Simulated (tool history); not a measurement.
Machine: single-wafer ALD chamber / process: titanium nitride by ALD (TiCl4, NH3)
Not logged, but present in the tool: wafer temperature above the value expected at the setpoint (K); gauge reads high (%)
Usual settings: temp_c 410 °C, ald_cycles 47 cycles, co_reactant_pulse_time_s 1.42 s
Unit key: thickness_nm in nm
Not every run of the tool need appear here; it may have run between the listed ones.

run,day,temp_c,ald_cycles,co_reactant_pulse_time_s,wafers since the last listed run,hours since the last thermocouple change,hours since the showerhead was replaced,hours since the gauge calibration,"read-back reference wafer on the same gauge, thickness_nm",thickness_nm
1,0,410,47,1.42,0,463.2,4243.4,470.6,0.925,0.973
2,1.367,410,47,1.42,158,496,4276.2,503.4,0.925,0.977
3,2.079,410,47,1.42,82,513.1,4293.3,520.5,0.925,0.976
# day 2.592: gauge calibrated
4,3.05,410,47,1.42,112,536.4,4316.6,11,0.924,0.976
5,5.229,410,47,1.42,252,588.7,4368.9,63.3,0.925,0.977
6,6.438,410,47,1.86,139,617.7,4397.9,92.3,0.924,0.99
7,7.262,410,47,1.86,95,637.5,4417.7,112.1,0.925,0.993
8,8.317,410,44,1.7,122,662.8,4443,137.4,0.925,0.921
9,9.521,410,47,1.42,139,691.7,4471.9,166.3,0.925,0.973
10,11.021,410,47,1.42,173,727.7,4507.9,202.3,0.925,0.975
11,12.279,410,47,1.42,145,757.9,4538.1,232.5,0.925,0.974
12,12.796,410,47,1.42,59,770.3,4550.5,244.9,0.925,0.971
13,13.896,410,47,1.42,127,796.7,4576.9,271.3,0.925,0.973
14,14.458,410,47,1.42,65,810.2,4590.4,284.8,0.925,0.976
15,15.512,402,47,1.05,122,835.5,4615.7,310.1,0.925,0.948
16,16.079,402,47,1.05,65,849.1,4629.3,323.7,0.925,0.95
17,16.667,402,47,1.05,68,863.2,4643.4,337.8,0.925,0.945
18,17.483,410,47,1.42,94,882.8,4663,357.4,0.925,0.976
19,18.479,410,47,1.42,115,906.7,4686.9,381.3,0.925,0.973
20,19.075,410,47,1.42,69,921,4701.2,395.6,0.925,0.977
21,19.696,410,47,1.42,71,935.9,4716.1,410.5,0.925,0.978
22,20.983,421,43,1.05,149,966.8,4747,441.4,0.925,0.88
# day 21.525: thermocouple changed; heater temperature recalibrated
23,22.021,416,54,1.9,81,11.9,4771.9,466.3,0.925,1.136
24,22.85,410,47,1.42,96,31.8,4791.8,486.2,0.925,0.979
25,23.992,410,47,1.42,132,59.2,4819.2,513.6,0.925,0.973
# day 24.629: gauge calibrated
26,24.967,424,41,0.95,112,82.6,4842.6,8.1,0.924,0.835
# day 25.392: showerhead replaced
27,25.942,399,47,1.42,74,106,13.2,31.5,0.925,0.97
28,27.325,397,56,1.16,160,139.2,46.4,64.7,0.925,1.138
29,27.888,401,47,1.11,65,152.7,59.9,78.2,0.925,0.953
30,29.3,398,38,1.19,163,186.6,93.8,112.1,0.924,0.774
31,30.433,415,47,1.42,131,213.8,121,139.3,0.924,0.981
32,31.858,422,44,1.42,165,248,155.2,173.5,0.925,0.918
33,32.379,410,47,1.42,60,260.5,167.7,186,0.925,0.979
34,33.071,410,47,1.42,80,277.1,184.3,202.6,0.925,0.977
35,33.704,410,40,1.72,73,292.3,199.5,217.8,0.925,0.841
36,34.867,404,44,1.42,134,320.2,227.4,245.7,0.925,0.908
37,35.483,410,47,1.42,71,335,242.2,260.5,0.925,0.978
38,36.967,405,47,1.42,171,370.6,277.8,296.1,0.925,0.971
39,38.217,410,47,1.98,144,400.6,307.8,326.1,0.925,0.993
40,38.796,402,47,1.59,67,414.5,321.7,340,0.925,0.98
41,39.717,410,47,1.42,106,436.6,343.8,362.1,0.925,0.972

3 ways to go on from here, each from the tool as it stands after run 41. What would each give?
A,39.738,410,47,1.42,2,437.1,344.3,362.6,?,?
B,39.738,421,52,1.42,2,437.1,344.3,362.6,?,?
C,39.738,410,38,1.42,2,437.1,344.3,362.6,?,?

run,"read-back reference wafer on the same gauge, thickness_nm",thickness_nm
A,0.924,0.979
B,0.924,1.089
C,0.924,0.792
The same runs, with their run-to-run variation unchanged, on a tool lacking any hidden condition would have given:
run,thickness_nm
A,0.979
B,1.089
C,0.792
